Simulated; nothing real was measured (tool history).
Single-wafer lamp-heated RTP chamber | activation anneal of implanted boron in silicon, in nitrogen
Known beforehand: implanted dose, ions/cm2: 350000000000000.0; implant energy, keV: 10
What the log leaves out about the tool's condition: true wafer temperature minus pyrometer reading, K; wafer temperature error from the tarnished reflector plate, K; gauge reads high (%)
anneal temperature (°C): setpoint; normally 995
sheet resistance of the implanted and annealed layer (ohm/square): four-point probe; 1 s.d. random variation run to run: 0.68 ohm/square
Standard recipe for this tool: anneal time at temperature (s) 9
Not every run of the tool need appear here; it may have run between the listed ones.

run	hour	anneal temperature (°C)	anneal time at temperature (s)	wafers since the last listed run	wafers since the last pyrometer calibration	wafers since the reflector plate was cleaned	hours since the gauge calibration	read-back reference wafer on the same gauge, sheet resistance	sheet resistance of the implanted and annealed layer (ohm/square)
1	0.0	995	9	0	1041	8762	589.2	295.95	302.37
2	82.1	995	9	1509	2550	10271	671.3	296.11	301.78
3	181.0	995	9	1817	4368	12089	770.2	295.98	301.53
# hour 240.7: reflector plate cleaned
4	273.7	995	10	1556	5925	607	862.9	296.14	299.24
# hour 311.6: pyrometer window cleaned and pyrometer calibrated
5	334.5	995	10	970	421	1577	923.7	295.91	302.44
6	444.5	995	10	2021	2442	3599	1033.7	295.93	302.72
# hour 526.1: gauge calibrated
7	541.3	1008	9	1779	4222	5379	15.2	296.03	298.92
# hour 671.8: pyrometer window cleaned and pyrometer calibrated
8	784.0	1008	9	4314	2062	9693	257.9	296.04	297.72
9	849.5	995	9	1203	3266	10897	323.4	296.02	300.46
10	894.7	995	9	830	4097	11728	368.6	296.04	300.90
# hour 958.9: reflector plate cleaned
11	959.4	1024	4	1042	5139	8	433.3	296.06	297.33
12	1029.6	1008	12	1290	6429	1298	503.5	296.03	296.22
13	1089.3	995	10	1097	7526	2396	563.2	295.99	297.64
# hour 1099.0: pyrometer window cleaned and pyrometer calibrated
14	1136.7	1018	6	724	693	3120	610.6	296.00	298.05
15	1192.4	1003	13	1023	1716	4144	666.3	295.93	298.94
16	1254.4	966	12	1139	2856	5283	728.3	296.04	322.45
17	1306.3	968	5	953	3810	6237	780.2	295.96	322.55
18	1352.0	995	10	840	4650	7077	825.9	296.04	299.62
19	1409.9	970	12	1064	5714	8142	883.8	295.94	310.92
# hour 1429.4: pyrometer window cleaned and pyrometer calibrated
20	1480.3	1022	4	1146	934	9289	954.2	295.93	299.41

4 options for the next run, each taken on its own from the tool as it stands now. Forecast them:
A	1480.7	1006	9	7	942	9296	954.6	?	?
B	1480.7	995	12	7	942	9296	954.6	?	?
C	1480.7	1023	10	7	942	9296	954.6	?	?
D	1480.7	1007	9	7	942	9296	954.6	?	?

run	read-back reference wafer on the same gauge, sheet resistance	sheet resistance of the implanted and annealed layer (ohm/square)
A	295.88	298.75
B	295.88	301.03
C	295.88	296.46
D	295.88	298.55
Had the tool no hidden state, the same runs would have come out as:
run	sheet resistance of the implanted and annealed layer (ohm/square)
A	298.80
B	301.12
C	296.48
D	298.60
